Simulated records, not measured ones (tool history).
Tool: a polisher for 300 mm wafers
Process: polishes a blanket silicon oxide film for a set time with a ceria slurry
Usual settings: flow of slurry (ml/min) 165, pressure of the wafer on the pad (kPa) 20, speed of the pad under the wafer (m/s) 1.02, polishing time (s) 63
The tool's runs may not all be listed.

run	hour	flow of slurry (ml/min)	pressure of the wafer on the pad (kPa)	speed of the pad under the wafer (m/s)	polishing time (s)	wafers since the last listed run	wafers polished on this pad	hours since the slurry nozzle was cleaned	hours since the head pressure was calibrated	incoming thickness of the incoming film, nm	film removed (nm)
1	0	165	20	1.02	63	0	285	94	354.5	754.1	212.4
2	14.7	165	20	1.22	63	135	420	108.7	369.2	750.2	236.9
3	28.1	165	20	1.02	63	123	544	122.1	382.6	749.3	210.9
# hour 45: worn pad replaced by a new one
4	45.5	165	20	1.02	63	123	5	139.5	400	752.4	206.2
5	57.3	165	20	1.02	63	108	113	151.3	411.8	740.4	209.9
6	66.4	130	20	1.02	63	83	197	160.4	420.9	754.6	196.7
7	78.8	130	20	1.02	63	114	312	172.8	433.3	751.6	194
# hour 81: head pressure recalibrated
8	95.9	130	20	1.02	63	139	451	189.9	14.9	743.8	191
9	113.2	165	20	1.02	47	159	610	207.2	32.2	744.6	150.4
10	127.6	165	20	1.02	47	132	743	221.6	46.6	745	151.1
# hour 132.1: worn pad replaced by a new one
11	137.3	130	20	0.74	42	52	48	231.3	56.3	761.4	103.3
12	150.3	165	14.5	0.8	63	119	167	244.3	69.3	749.6	125
13	158.5	115	23.4	1.16	63	75	243	252.5	77.5	750.9	226.7
14	175.5	165	23.4	1.02	63	156	400	269.5	94.5	743.8	231.9
15	191.4	115	22.8	0.68	70	146	546	285.4	110.4	763.6	168.1
# hour 204: worn pad replaced by a new one
16	207.1	195	14.5	0.76	53	107	28	301.1	126.1	743.4	103.9
# hour 211: slurry nozzle cleaned
17	224	130	20	0.74	42	146	174	13	143	748	108.1
18	239.7	145	14.5	1.02	63	144	319	28.7	158.7	742.7	148.5
19	255	165	20	1.02	63	141	460	44	174	755.9	211
20	268.1	165	15.9	1.02	63	120	581	57.1	187.1	749.1	167.7

Measured less the same run without the tool's hidden state. The same run-to-run variation is in both; the gauge's scatter may not be:
The hidden state here: removal rate lost through wear of the pad, %; slurry flow missing at the pad, %; deviation of the head's pressure from its setpoint, %.
run	film removed (nm)
1	-4.5
2	-5.8
3	-6
4	-6.8
5	-7.6
6	-9.7
7	-10.5
8	-11.7
9	-8.1
10	-8.9
11	-8.2
12	-8.4
13	-23.3
14	-18
15	-20.7
16	-8.1
17	-1.3
18	-2.2
19	-3.5
20	-3.3

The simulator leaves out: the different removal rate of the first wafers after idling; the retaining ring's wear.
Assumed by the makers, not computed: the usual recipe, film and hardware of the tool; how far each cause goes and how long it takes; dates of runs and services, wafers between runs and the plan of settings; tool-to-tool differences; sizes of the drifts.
